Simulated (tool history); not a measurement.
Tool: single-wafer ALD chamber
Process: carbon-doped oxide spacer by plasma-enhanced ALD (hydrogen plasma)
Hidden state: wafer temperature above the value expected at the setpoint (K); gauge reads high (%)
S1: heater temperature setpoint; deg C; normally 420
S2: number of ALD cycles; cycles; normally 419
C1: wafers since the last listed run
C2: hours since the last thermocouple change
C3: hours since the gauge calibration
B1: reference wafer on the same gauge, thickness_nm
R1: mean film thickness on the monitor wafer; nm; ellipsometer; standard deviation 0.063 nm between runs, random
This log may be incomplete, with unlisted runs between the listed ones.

run 1 hour=0 | S1=420 S2=419 | C1=0 C2=327 C3=637.7 | B1=15.209 | R1=18.696
run 2 hour=66.2 | S1=420 S2=419 | C1=66 C2=393.2 C3=703.9 | B1=15.203 | R1=18.678
run 3 hour=255.1 | S1=420 S2=419 | C1=190 C2=582.1 C3=892.8 | B1=15.188 | R1=18.623
run 4 hour=307.3 | S1=420 S2=419 | C1=52 C2=634.3 C3=945 | B1=15.179 | R1=18.464
run 5 hour=352.2 | S1=420 S2=419 | C1=45 C2=679.2 C3=989.9 | B1=15.218 | R1=18.555
run 6 hour=379.5 | S1=424 S2=479 | C1=27 C2=706.5 C3=1017.2 | B1=15.197 | R1=20.909
run 7 hour=441.2 | S1=424 S2=479 | C1=62 C2=768.2 C3=1078.9 | B1=15.201 | R1=21.193
run 8 hour=474.4 | S1=424 S2=479 | C1=33 C2=801.4 C3=1112.1 | B1=15.19 | R1=21.03
run 9 hour=511.1 | S1=420 S2=419 | C1=37 C2=838.1 C3=1148.8 | B1=15.203 | R1=18.659
run 10 hour=558.2 | S1=412 S2=419 | C1=47 C2=885.2 C3=1195.9 | B1=15.215 | R1=18.982
run 11 hour=623.9 | S1=412 S2=419 | C1=66 C2=950.9 C3=1261.6 | B1=15.206 | R1=19.028
run 12 hour=682.6 | S1=412 S2=419 | C1=59 C2=1009.6 C3=1320.3 | B1=15.191 | R1=18.824
run 13 hour=730.7 | S1=420 S2=399 | C1=48 C2=1057.7 C3=1368.4 | B1=15.209 | R1=17.608
run 14 hour=798.3 | S1=420 S2=419 | C1=68 C2=1125.3 C3=1436 | B1=15.21 | R1=18.531
run 15 hour=866.9 | S1=420 S2=419 | C1=69 C2=1193.9 C3=1504.6 | B1=15.188 | R1=18.42
run 16 hour=917.8 | S1=420 S2=419 | C1=51 C2=1244.8 C3=1555.5 | B1=15.196 | R1=18.449
run 17 hour=965.6 | S1=420 S2=419 | C1=48 C2=1292.6 C3=1603.3 | B1=15.199 | R1=18.358
-- hour=1022.5 thermocouple changed; heater temperature recalibrated
run 18 hour=1026.4 | S1=420 S2=419 | C1=53 C2=3.9 C3=1664.1 | B1=15.194 | R1=18.646
run 19 hour=1095.9 | S1=426 S2=496 | C1=70 C2=73.4 C3=1733.6 | B1=15.187 | R1=21.695
run 20 hour=1131.7 | S1=420 S2=419 | C1=36 C2=109.2 C3=1769.4 | B1=15.198 | R1=18.612
run 21 hour=1198.5 | S1=420 S2=419 | C1=67 C2=176 C3=1836.2 | B1=15.18 | R1=18.52
run 22 hour=1248.8 | S1=420 S2=419 | C1=50 C2=226.3 C3=1886.5 | B1=15.214 | R1=18.554
run 23 hour=1348.6 | S1=420 S2=419 | C1=100 C2=326.1 C3=1986.3 | B1=15.201 | R1=18.525
run 24 hour=1383 | S1=420 S2=468 | C1=34 C2=360.5 C3=2020.7 | B1=15.201 | R1=20.681
-- hour=1392 gauge calibrated
run 25 hour=1409.3 | S1=424 S2=392 | C1=26 C2=386.8 C3=17.3 | B1=15.199 | R1=17.197
run 26 hour=1467.8 | S1=420 S2=419 | C1=59 C2=445.3 C3=75.8 | B1=15.191 | R1=18.557
run 27 hour=1493.8 | S1=420 S2=419 | C1=26 C2=471.3 C3=101.8 | B1=15.199 | R1=18.549
run 28 hour=1549.8 | S1=409 S2=481 | C1=56 C2=527.3 C3=157.8 | B1=15.196 | R1=22.047
run 29 hour=1584.2 | S1=407 S2=481 | C1=34 C2=561.7 C3=192.2 | B1=15.203 | R1=22.096
run 30 hour=1631.6 | S1=420 S2=358 | C1=47 C2=609.1 C3=239.6 | B1=15.191 | R1=15.903
run 31 hour=1657 | S1=420 S2=483 | C1=25 C2=634.5 C3=265 | B1=15.203 | R1=21.287
run 32 hour=1721.2 | S1=420 S2=419 | C1=64 C2=698.7 C3=329.2 | B1=15.203 | R1=18.517
run 33 hour=1776.7 | S1=429 S2=419 | C1=56 C2=754.2 C3=384.7 | B1=15.214 | R1=18.143
run 34 hour=1836.9 | S1=411 S2=449 | C1=60 C2=814.4 C3=444.9 | B1=15.2 | R1=20.393
run 35 hour=1908.4 | S1=431 S2=393 | C1=72 C2=885.9 C3=516.4 | B1=15.205 | R1=16.918
run 36 hour=1968.4 | S1=410 S2=419 | C1=60 C2=945.9 C3=576.4 | B1=15.189 | R1=19.027

For each run, what was the tool's unlogged condition?
gauge reads high (%): 0 on each run
H1: wafer temperature above the value expected at the setpoint (K)
run=1 H1=-0.642
run=2 H1=-0.528
run=3 H1=-0.0879
run=4 H1=0.0639
run=5 H1=0.205
run=6 H1=0.295
run=7 H1=0.513
run=8 H1=0.637
run=9 H1=0.781
run=10 H1=0.975
run=11 H1=1.26
run=12 H1=1.54
run=13 H1=1.78
run=14 H1=2.13
run=15 H1=2.51
run=16 H1=2.81
run=17 H1=3.1
run=18 H1=0.483
run=19 H1=0.496
run=20 H1=0.511
run=21 H1=0.557
run=22 H1=0.605
run=23 H1=0.737
run=24 H1=0.793
run=25 H1=0.84
run=26 H1=0.957
run=27 H1=1.01
run=28 H1=1.15
run=29 H1=1.24
run=30 H1=1.37
run=31 H1=1.45
run=32 H1=1.65
run=33 H1=1.84
run=34 H1=2.07
run=35 H1=2.36
run=36 H1=2.62
